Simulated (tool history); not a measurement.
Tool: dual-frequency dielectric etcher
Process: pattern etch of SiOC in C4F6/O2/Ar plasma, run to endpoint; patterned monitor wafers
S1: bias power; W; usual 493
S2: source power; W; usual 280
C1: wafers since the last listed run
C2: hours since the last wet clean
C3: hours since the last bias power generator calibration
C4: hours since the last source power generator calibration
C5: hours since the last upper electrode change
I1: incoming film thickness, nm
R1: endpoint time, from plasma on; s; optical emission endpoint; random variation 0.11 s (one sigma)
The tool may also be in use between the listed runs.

run	hour	S1	S2	C1	C2	C3	C4	C5	I1	R1
1	0.0	493	280	0	426.8	1324.0	3860.6	2624.6	36.21	14.2
# hour 35.2: wet clean of the chamber
2	65.9	493	280	409	30.7	1389.9	3926.5	2690.5	36.01	14.7
3	102.4	493	280	356	67.2	1426.4	3963.0	2727.0	36.28	14.7
4	130.7	580	280	276	95.5	1454.7	3991.3	2755.3	35.73	13.5
5	199.3	580	280	670	164.1	1523.3	4059.9	2823.9	36.23	13.8
6	244.4	580	280	440	209.2	1568.4	4105.0	2869.0	36.14	13.4
7	305.5	493	280	596	270.3	1629.5	4166.1	2930.1	35.82	14.2
# hour 334.7: upper electrode replaced
8	369.5	493	280	390	334.3	1693.5	4230.1	34.8	35.89	14.2
9	441.1	493	280	699	405.9	1765.1	4301.7	106.4	35.55	13.7
10	475.6	493	280	337	440.4	1799.6	4336.2	140.9	36.32	14.1
# hour 503.8: wet clean of the chamber
11	542.4	414	320	418	38.6	1866.4	4403.0	207.7	36.58	15.7
# hour 557.7: bias power generator calibrated
12	628.0	549	310	797	124.2	70.3	4488.6	293.3	36.10	13.8
# hour 657.3: source power generator calibrated
13	690.2	559	330	568	186.4	132.5	32.9	355.5	36.48	13.5
14	719.6	602	320	287	215.8	161.9	62.3	384.9	35.98	13.0
15	753.7	493	280	333	249.9	196.0	96.4	419.0	36.34	14.6
16	777.8	613	320	235	274.0	220.1	120.5	443.1	36.09	13.0
17	858.3	592	280	786	354.5	300.6	201.0	523.6	36.07	13.4
18	904.4	580	280	450	400.6	346.7	247.1	569.7	36.15	13.4
# hour 952.6: wet clean of the chamber
19	953.1	574	250	241	0.5	395.4	295.8	618.4	36.35	14.4
20	995.7	404	280	416	43.1	438.0	338.4	661.0	36.37	15.8
21	1038.3	493	340	416	85.7	480.6	381.0	703.6	36.19	14.1
22	1075.5	597	330	363	122.9	517.8	418.2	740.8	36.28	13.4
23	1107.8	424	280	315	155.2	550.1	450.5	773.1	36.05	15.7

The same runs without the tool's hidden state, with the same run-to-run variation:
The hidden state here: etch rate over this chamber's usual, %; bias power that arrives over what is set, %; source power that arrives over what is set, %.
run	R1
1	14.9
2	14.8
3	14.9
4	13.7
5	14.1
6	13.8
7	14.6
8	14.8
9	14.4
10	14.9
11	15.7
12	14.0
13	13.6
14	13.3
15	14.9
16	13.3
17	13.9
18	14.0
19	14.4
20	15.9
21	14.2
22	13.5
23	16.0

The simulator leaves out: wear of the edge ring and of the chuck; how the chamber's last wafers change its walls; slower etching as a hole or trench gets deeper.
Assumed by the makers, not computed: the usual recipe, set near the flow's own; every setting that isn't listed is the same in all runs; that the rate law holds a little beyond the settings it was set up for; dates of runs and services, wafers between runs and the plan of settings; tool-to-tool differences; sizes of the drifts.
